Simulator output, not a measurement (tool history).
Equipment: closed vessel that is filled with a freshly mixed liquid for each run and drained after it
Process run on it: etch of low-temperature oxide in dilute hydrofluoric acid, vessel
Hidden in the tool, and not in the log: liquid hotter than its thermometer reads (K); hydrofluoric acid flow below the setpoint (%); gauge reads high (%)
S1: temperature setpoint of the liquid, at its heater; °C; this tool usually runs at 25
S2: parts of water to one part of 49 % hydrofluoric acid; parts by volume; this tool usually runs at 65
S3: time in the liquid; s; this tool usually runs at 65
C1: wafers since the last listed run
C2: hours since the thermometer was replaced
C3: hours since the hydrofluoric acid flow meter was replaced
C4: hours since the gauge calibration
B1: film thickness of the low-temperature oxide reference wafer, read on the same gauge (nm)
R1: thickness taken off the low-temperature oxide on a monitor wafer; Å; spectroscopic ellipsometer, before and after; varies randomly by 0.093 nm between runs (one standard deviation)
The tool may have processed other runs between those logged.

Run 1, hour 0: usual settings; C1 0; C2 2980.1; C3 1521.1; C4 274; B1 110. Result: R1 193.8 Å.
Run 2, hour 59.2: usual settings; C1 7825; C2 3039.3; C3 1580.3; C4 333.2; B1 110.01. Result: R1 193 Å.
Run 3, hour 99.4: usual settings; C1 5313; C2 3079.5; C3 1620.5; C4 373.4; B1 110.02. Result: R1 193.7 Å.
Run 4, hour 163.7: usual settings but S3 55 s; C1 8499; C2 3143.8; C3 1684.8; C4 437.7; B1 110. Result: R1 162 Å.
Run 5, hour 223.4: usual settings but S3 55 s; C1 7891; C2 3203.5; C3 1744.5; C4 497.4; B1 110. Result: R1 162.9 Å.
Run 6, hour 264.9: usual settings; C1 5485; C2 3245; C3 1786; C4 538.9; B1 109.98. Result: R1 190.9 Å.
Run 7, hour 296.6: usual settings but S1 22.5 °C; C1 4190; C2 3276.7; C3 1817.7; C4 570.6; B1 110.01. Result: R1 172.1 Å.
Run 8, hour 323.2: usual settings but S1 22.5 °C; C1 3516; C2 3303.3; C3 1844.3; C4 597.2; B1 110. Result: R1 172.7 Å.
At hour 327: thermometer replaced.
Run 9, hour 367.5: usual settings but S1 22 °C; C1 5723; C2 40.5; C3 1888.6; C4 641.5; B1 109.99. Result: R1 151.5 Å.
At hour 377.6: gauge calibrated.
Run 10, hour 403.2: usual settings but S1 26.5 °C, S2 50 parts by volume, S3 40 s; C1 4718; C2 76.2; C3 1924.3; C4 25.6; B1 109.99. Result: R1 147.3 Å.
Run 11, hour 437: usual settings but S1 23.5 °C; C1 4467; C2 110; C3 1958.1; C4 59.4; B1 110.01. Result: R1 162.4 Å.
Run 12, hour 505.4: usual settings but S3 55 s; C1 9041; C2 178.4; C3 2026.5; C4 127.8; B1 110. Result: R1 143.9 Å.
At hour 531.4: hydrofluoric acid flow meter replaced.
Run 13, hour 563.9: usual settings but S1 20.5 °C, S2 85 parts by volume; C1 7600; C2 236.9; C3 32.5; C4 186.3; B1 110.02. Result: R1 121.7 Å.
Run 14, hour 607.4: usual settings but S2 55 parts by volume; C1 5749; C2 280.4; C3 76; C4 229.8; B1 110.01. Result: R1 237.3 Å.

Run 15, settings as shown, results not yet in. Your forecast:
Run 15, hour 654.8: usual settings but S1 26.5 °C, S2 50 parts by volume, S3 40 s; C1 6265; C2 327.8; C3 123.4; C4 277.2; B1 ?. Result: R1 ?.

B1: 110
R1: 170 Å
If the tool had no hidden condition, the same run with the same run-to-run variation would have returned R1 169.2 Å.
